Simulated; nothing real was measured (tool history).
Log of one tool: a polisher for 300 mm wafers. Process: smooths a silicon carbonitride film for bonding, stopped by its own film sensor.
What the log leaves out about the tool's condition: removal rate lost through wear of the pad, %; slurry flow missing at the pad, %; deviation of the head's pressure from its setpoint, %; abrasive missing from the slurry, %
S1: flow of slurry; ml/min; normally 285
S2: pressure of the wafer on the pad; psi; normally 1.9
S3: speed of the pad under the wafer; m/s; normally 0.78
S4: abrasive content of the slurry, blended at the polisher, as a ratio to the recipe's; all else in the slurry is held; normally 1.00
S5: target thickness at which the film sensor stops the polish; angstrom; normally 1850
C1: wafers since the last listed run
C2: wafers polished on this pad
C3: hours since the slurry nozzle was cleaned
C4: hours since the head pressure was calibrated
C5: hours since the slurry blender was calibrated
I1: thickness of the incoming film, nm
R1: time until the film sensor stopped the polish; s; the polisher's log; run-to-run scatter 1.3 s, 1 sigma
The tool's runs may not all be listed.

Run 1, hour 0.0: usual settings; C1 0; C2 1180; C3 97.1; C4 283.9; C5 306.6; I1 211.2. Result: R1 117.5 s.
Run 2, hour 74.2: usual settings; C1 797; C2 1978; C3 171.3; C4 358.1; C5 380.8; I1 211.5. Result: R1 119.4 s.
At hour 103.6: slurry blender recalibrated.
At hour 115.2: head pressure recalibrated.
Run 3, hour 140.6: usual settings; C1 670; C2 2649; C3 237.7; C4 25.4; C5 37.0; I1 210.9. Result: R1 116.8 s.
Run 4, hour 188.1: usual settings but S1 340 ml/min, S3 0.66 m/s; C1 510; C2 3160; C3 285.2; C4 72.9; C5 84.5; I1 213.4. Result: R1 139.4 s.
At hour 243.9: worn pad replaced by a new one.
Run 5, hour 244.4: usual settings; C1 562; C2 5; C3 341.5; C4 129.2; C5 140.8; I1 211.7. Result: R1 130.9 s.
Run 6, hour 293.8: usual settings; C1 531; C2 536; C3 390.9; C4 178.6; C5 190.2; I1 206.3. Result: R1 104.8 s.
At hour 322.9: slurry nozzle cleaned.
Run 7, hour 381.4: usual settings; C1 931; C2 1467; C3 58.5; C4 266.2; C5 277.8; I1 213.6. Result: R1 139.8 s.
Run 8, hour 429.4: usual settings but S2 1.6 psi; C1 516; C2 1983; C3 106.5; C4 314.2; C5 325.8; I1 211.8. Result: R1 151.5 s.
At hour 462.6: slurry blender recalibrated.
Run 9, hour 478.6: usual settings but S2 1.6 psi; C1 507; C2 2491; C3 155.7; C4 363.4; C5 16.0; I1 207.9. Result: R1 128.5 s.
At hour 545.0: head pressure recalibrated.
Run 10, hour 546.5: usual settings; C1 708; C2 3199; C3 223.6; C4 1.5; C5 83.9; I1 211.2. Result: R1 133.7 s.
At hour 573.4: worn pad replaced by a new one, repeated, since the last time left the tool worse.
Run 11, hour 618.7: usual settings; C1 733; C2 487; C3 295.8; C4 73.7; C5 156.1; I1 209.1. Result: R1 105.9 s.
At hour 686.0: slurry nozzle cleaned.
Run 12, hour 686.5: usual settings; C1 718; C2 1205; C3 0.5; C4 141.5; C5 223.9; I1 210.4. Result: R1 114.9 s.
Run 13, hour 791.4: usual settings but S1 255 ml/min, S3 0.98 m/s, S5 1770 angstrom; C1 1127; C2 2333; C3 105.4; C4 246.4; C5 328.8; I1 209.2. Result: R1 131.2 s.
Run 14, hour 839.3: usual settings but S1 240 ml/min, S5 1910 angstrom; C1 515; C2 2848; C3 153.3; C4 294.3; C5 376.7; I1 208.1. Result: R1 81.0 s.
At hour 878.5: slurry blender recalibrated.
At hour 935.8: worn pad replaced by a new one.
Run 15, hour 936.3: usual settings but S4 0.85; C1 978; C2 5; C3 250.3; C4 391.3; C5 57.8; I1 210.3. Result: R1 117.6 s.
At hour 960.6: head pressure recalibrated.
Run 16, hour 1012.8: usual settings but S1 245 ml/min; C1 801; C2 806; C3 326.8; C4 52.2; C5 134.3; I1 210.5. Result: R1 116.5 s.
At hour 1054.5: slurry nozzle cleaned.
Run 17, hour 1056.9: usual settings but S1 240 ml/min, S5 1910 angstrom; C1 463; C2 1269; C3 2.4; C4 96.3; C5 178.4; I1 209.9. Result: R1 86.6 s.
At hour 1237.4: slurry blender recalibrated.
Run 18, hour 1254.9: usual settings but S1 200 ml/min, S3 0.68 m/s, S4 0.85, S5 1940 angstrom; C1 2107; C2 3377; C3 200.4; C4 294.3; C5 17.5; I1 210.8. Result: R1 93.9 s.
At hour 1324.3: worn pad replaced by a new one.
Run 19, hour 1361.7: usual settings but S1 340 ml/min, S2 1.2 psi; C1 1105; C2 401; C3 307.2; C4 401.1; C5 124.3; I1 209.3. Result: R1 137.6 s.
Run 20, hour 1404.4: usual settings but S1 340 ml/min, S2 2.2 psi, S3 0.52 m/s; C1 459; C2 860; C3 349.9; C4 443.8; C5 167.0; I1 211.1. Result: R1 128.3 s.
At hour 1437.1: head pressure recalibrated.
Run 21, hour 1444.1: usual settings; C1 405; C2 1266; C3 389.6; C4 7.0; C5 206.7; I1 209.9. Result: R1 112.2 s.
At hour 1475.8: slurry nozzle cleaned.
Run 22, hour 1510.8: usual settings but S1 235 ml/min, S3 0.86 m/s, S4 1.25, S5 1810 angstrom; C1 706; C2 1972; C3 35.0; C4 73.7; C5 273.4; I1 211.1. Result: R1 121.8 s.
Run 23, hour 1587.7: usual settings but S1 255 ml/min, S2 1.6 psi; C1 826; C2 2799; C3 111.9; C4 150.6; C5 350.3; I1 208.2. Result: R1 120.6 s.
Run 24, hour 1638.1: usual settings but S1 190 ml/min, S2 1.4 psi, S3 1.00 m/s, S4 0.90; C1 541; C2 3341; C3 162.3; C4 201.0; C5 400.7; I1 206.9. Result: R1 118.4 s.
At hour 1646.1: slurry blender recalibrated.
At hour 1685.3: worn pad replaced by a new one.
Run 25, hour 1685.8: usual settings but S1 240 ml/min, S4 1.15; C1 448; C2 4; C3 210.0; C4 248.7; C5 39.7; I1 210.3. Result: R1 107.1 s.
Run 26, hour 1733.5: usual settings; C1 512; C2 517; C3 257.7; C4 296.4; C5 87.4; I1 210.8. Result: R1 113.5 s.
At hour 1825.2: head pressure recalibrated.
Run 27, hour 1826.0: usual settings but S1 340 ml/min, S3 0.88 m/s, S5 1900 angstrom; C1 973; C2 1490; C3 350.2; C4 0.8; C5 179.9; I1 209.0. Result: R1 79.8 s.
Run 28, hour 1862.5: usual settings but S1 325 ml/min, S2 1.5 psi, S4 0.75; C1 392; C2 1883; C3 386.7; C4 37.3; C5 216.4; I1 209.8. Result: R1 145.5 s.

Each row is a separate what-if for the run after 28, all from the same tool condition, not one after another. Results?
Run A, hour 1863.0: usual settings; C1 5; C2 1888; C3 387.2; C4 37.8; C5 216.9; I1 210.8. Result: R1 ?.
Run B, hour 1863.0: usual settings but S3 0.52 m/s, S5 1890 angstrom; C1 5; C2 1888; C3 387.2; C4 37.8; C5 216.9; I1 210.8. Result: R1 ?.
Run C, hour 1863.0: usual settings but S1 370 ml/min, S2 1.7 psi; C1 5; C2 1888; C3 387.2; C4 37.8; C5 216.9; I1 210.8. Result: R1 ?.
Run D, hour 1863.0: usual settings but S1 200 ml/min; C1 5; C2 1888; C3 387.2; C4 37.8; C5 216.9; I1 210.8. Result: R1 ?.
Run E, hour 1863.0: usual settings but S4 0.90; C1 5; C2 1888; C3 387.2; C4 37.8; C5 216.9; I1 210.8. Result: R1 ?.

run     R1
  A  116.9
  B  118.9
  C  122.0
  D  122.4
  E  122.2
What these runs would have given with no unlogged condition in the tool:
run     R1
  A  112.6
  B  114.5
  C  117.4
  D  117.8
  E  117.7
